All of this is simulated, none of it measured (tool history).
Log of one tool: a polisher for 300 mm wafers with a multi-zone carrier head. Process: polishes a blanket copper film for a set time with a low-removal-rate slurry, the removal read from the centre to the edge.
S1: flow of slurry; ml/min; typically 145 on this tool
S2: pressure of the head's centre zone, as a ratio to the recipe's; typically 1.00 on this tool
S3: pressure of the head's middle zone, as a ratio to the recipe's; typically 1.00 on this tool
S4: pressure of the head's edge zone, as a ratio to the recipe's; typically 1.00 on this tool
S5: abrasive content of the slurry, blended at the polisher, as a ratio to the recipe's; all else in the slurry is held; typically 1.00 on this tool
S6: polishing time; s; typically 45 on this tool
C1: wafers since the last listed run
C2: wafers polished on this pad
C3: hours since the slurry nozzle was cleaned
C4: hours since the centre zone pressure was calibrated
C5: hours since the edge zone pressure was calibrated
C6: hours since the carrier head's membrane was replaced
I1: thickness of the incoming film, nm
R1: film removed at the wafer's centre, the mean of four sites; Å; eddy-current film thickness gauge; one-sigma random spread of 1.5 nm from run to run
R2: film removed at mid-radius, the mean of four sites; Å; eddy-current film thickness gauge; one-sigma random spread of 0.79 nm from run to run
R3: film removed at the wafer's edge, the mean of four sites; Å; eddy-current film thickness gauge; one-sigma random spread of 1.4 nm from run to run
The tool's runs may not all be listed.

run   hour   S1    S2    S3    S4    S5  S6   C1    C2     C3     C4     C5     C6      I1    R1    R2    R3
  1    0.0  145  1.00  1.00  1.09  1.00  45    0  1461   48.2  120.6  819.1  131.2  1267.1  1096  1019  1048
      12.2  -- worn pad replaced by a new one
  2   12.7  145  1.00  1.06  1.00  1.15  45  105     5   60.9  133.3  831.8  143.9  1261.5  1236  1265  1186
  3   26.3  145  1.00  1.00  1.00  1.00  45  164   170   74.5  146.9  845.4  157.5  1261.8  1185  1144  1111
  4   44.1  165  0.97  1.00  1.09  1.00  45  215   385   92.3  164.7  863.2  175.3  1269.5  1143  1128  1155
  5   54.3  145  0.96  1.00  0.91  1.00  45  123   509  102.5  174.9  873.4  185.5  1293.9  1102  1114  1069
  6   71.7  115  1.00  1.00  1.00  1.00  45  210   719  119.9  192.3  890.8  202.9  1278.0  1059  1035  1037
  7   84.6  110  0.93  1.00  0.93  1.00  34  156   875  132.8  205.2  903.7  215.8  1286.9   715   760   753
  8   99.6  180  1.03  1.00  1.00  1.00  45  181  1057  147.8  220.2  918.7  230.8  1303.0  1173  1102  1066
  9  112.5  145  0.96  0.93  1.00  1.00  45  156  1213  160.7  233.1  931.6  243.7  1257.2  1022   980   997
 10  126.7  145  1.00  1.00  1.00  1.00  45  171  1384  174.9  247.3  945.8  257.9  1293.0  1043  1022   975
 11  143.2  145  1.00  1.00  1.00  1.00  50  199  1584  191.4  263.8  962.3  274.4  1267.7  1158  1112  1080
     150.6  -- worn pad replaced by a new one
     160.3  -- edge zone pressure recalibrated
 12  160.8  145  1.00  0.94  1.10  1.00  45  140    99  209.0  281.4    0.5  292.0  1286.8  1147  1053  1156
 13  175.5  105  1.00  1.10  1.00  1.00  33  177   277  223.7  296.1   15.2  306.7  1289.7   765   812   769
 14  184.5  165  0.97  1.00  1.09  1.00  45  108   386  232.7  305.1   24.2  315.7  1268.2  1154  1123  1132
 15  191.0  145  1.00  1.00  1.00  1.00  45   78   464  239.2  311.6   30.7  322.2  1291.9  1096  1085  1070
 16  202.7  145  1.00  1.00  1.00  1.00  45  141   606  250.9  323.3   42.4  333.9  1305.4  1107  1072  1065
 17  213.1  105  1.00  1.00  1.07  1.00  52  125   732  261.3  333.7   52.8  344.3  1285.4  1138  1143  1186
 18  231.0  125  1.00  1.00  1.00  1.15  45  216   948  279.2  351.6   70.7  362.2  1291.0  1085  1051  1046
 19  243.5  110  1.09  1.00  1.00  1.00  55  151  1099  291.7  364.1   83.2  374.7  1274.0  1326  1168  1180
 20  261.1  130  1.00  1.12  1.00  0.90  59  212  1312  309.3  381.7  100.8  392.3  1278.2  1281  1353  1257
 21  276.1  145  1.00  0.93  0.96  1.10  59  181  1494  324.3  396.7  115.8  407.3  1266.5  1384  1248  1315
     283.6  -- worn pad replaced by a new one
 22  294.1  145  1.00  1.00  1.09  1.00  45  169   126  342.3  414.7  133.8  425.3  1272.1  1145  1113  1152

Branching from run 22: 4 alternative next runs. What would each branch give?
  A  294.5  145  1.00  1.00  1.00  1.25  45   4  131  342.7  415.1  134.2  425.7  1276.7   ?   ?   ?
  B  294.5  190  1.00  0.95  1.00  1.00  45   4  131  342.7  415.1  134.2  425.7  1276.7   ?   ?   ?
  C  294.5  190  1.00  1.00  1.00  1.00  45   4  131  342.7  415.1  134.2  425.7  1276.7   ?   ?   ?
  D  294.5  145  1.00  1.10  1.00  1.00  45   4  131  342.7  415.1  134.2  425.7  1276.7   ?   ?   ?

run    R1    R2    R3
  A  1213  1193  1173
  B  1199  1123  1138
  C  1200  1173  1137
  D  1135  1210  1096
With no hidden state in the tool, these same runs would have given:
run    R1    R2    R3
  A  1295  1270  1239
  B  1272  1189  1198
  C  1273  1241  1197
  D  1213  1288  1158
